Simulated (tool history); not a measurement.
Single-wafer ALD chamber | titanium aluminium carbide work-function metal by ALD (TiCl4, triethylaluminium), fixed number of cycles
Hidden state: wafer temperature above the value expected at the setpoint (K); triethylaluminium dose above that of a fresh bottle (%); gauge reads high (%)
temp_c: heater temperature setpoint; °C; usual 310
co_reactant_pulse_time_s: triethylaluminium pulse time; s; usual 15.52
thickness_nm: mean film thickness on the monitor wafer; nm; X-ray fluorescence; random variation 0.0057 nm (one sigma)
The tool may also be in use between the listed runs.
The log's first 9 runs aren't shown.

run,hour,temp_c,co_reactant_pulse_time_s,wafers since the last listed run,hours since the last thermocouple change,hours since the last triethylaluminium bottle change,hours since the showerhead was replaced,hours since the gauge calibration,"read-back reference wafer on the same gauge, thickness_nm",thickness_nm
10,669.4,322,15.52,1340,1588.2,768.0,5072.5,1103.8,1.870,2.105
11,715.4,310,15.52,593,1634.2,814.0,5118.5,1149.8,1.871,2.020
12,808.8,310,15.52,1204,1727.6,907.4,5211.9,1243.2,1.870,2.018
13,846.8,310,15.52,490,1765.6,945.4,5249.9,1281.2,1.870,2.029
14,931.9,310,20.02,1097,1850.7,1030.5,5335.0,1366.3,1.870,2.042
15,1015.5,310,17.40,1078,1934.3,1114.1,5418.6,1449.9,1.869,2.036
16,1066.7,310,17.40,660,1985.5,1165.3,5469.8,1501.1,1.869,2.022
# hour 1155.3: showerhead replaced
17,1163.8,310,10.80,1149,2082.6,1262.4,8.5,1598.2,1.871,1.881
# hour 1210.2: triethylaluminium bottle replaced
18,1217.3,323,18.07,586,2136.1,7.1,62.0,1651.7,1.870,2.131
19,1274.2,310,15.52,733,2193.0,64.0,118.9,1708.6,1.870,2.014
# hour 1277.8: gauge calibrated
20,1370.5,310,15.52,1242,2289.3,160.3,215.2,92.7,1.870,2.018
21,1409.2,315,17.26,499,2328.0,199.0,253.9,131.4,1.870,2.068
22,1475.5,310,15.52,855,2394.3,265.3,320.2,197.7,1.870,2.026
23,1515.0,305,15.52,509,2433.8,304.8,359.7,237.2,1.870,1.985
# hour 1621.5: thermocouple changed; heater temperature recalibrated
24,1622.0,297,19.58,1277,0.5,411.8,466.7,344.2,1.870,1.936
25,1686.0,305,21.40,825,64.5,475.8,530.7,408.2,1.870,1.988
26,1753.4,304,12.68,869,131.9,543.2,598.1,475.6,1.870,1.933
27,1845.7,310,15.52,1190,224.2,635.5,690.4,567.9,1.871,2.020
28,1910.9,310,15.52,841,289.4,700.7,755.6,633.1,1.870,2.020
29,2008.7,310,15.52,1261,387.2,798.5,853.4,730.9,1.871,2.009
30,2063.5,325,15.52,706,442.0,853.3,908.2,785.7,1.871,2.137
31,2140.3,310,15.52,990,518.8,930.1,985.0,862.5,1.871,2.017

Run 32 comes next. What will it give?
32,2179.6,320,10.93,506,558.1,969.4,1024.3,901.8,?,?

read-back reference wafer on the same gauge, thickness_nm: 1.870
thickness_nm: 1.962 nm
Without the tool's hidden state the same run would have given thickness_nm 1.962 nm.

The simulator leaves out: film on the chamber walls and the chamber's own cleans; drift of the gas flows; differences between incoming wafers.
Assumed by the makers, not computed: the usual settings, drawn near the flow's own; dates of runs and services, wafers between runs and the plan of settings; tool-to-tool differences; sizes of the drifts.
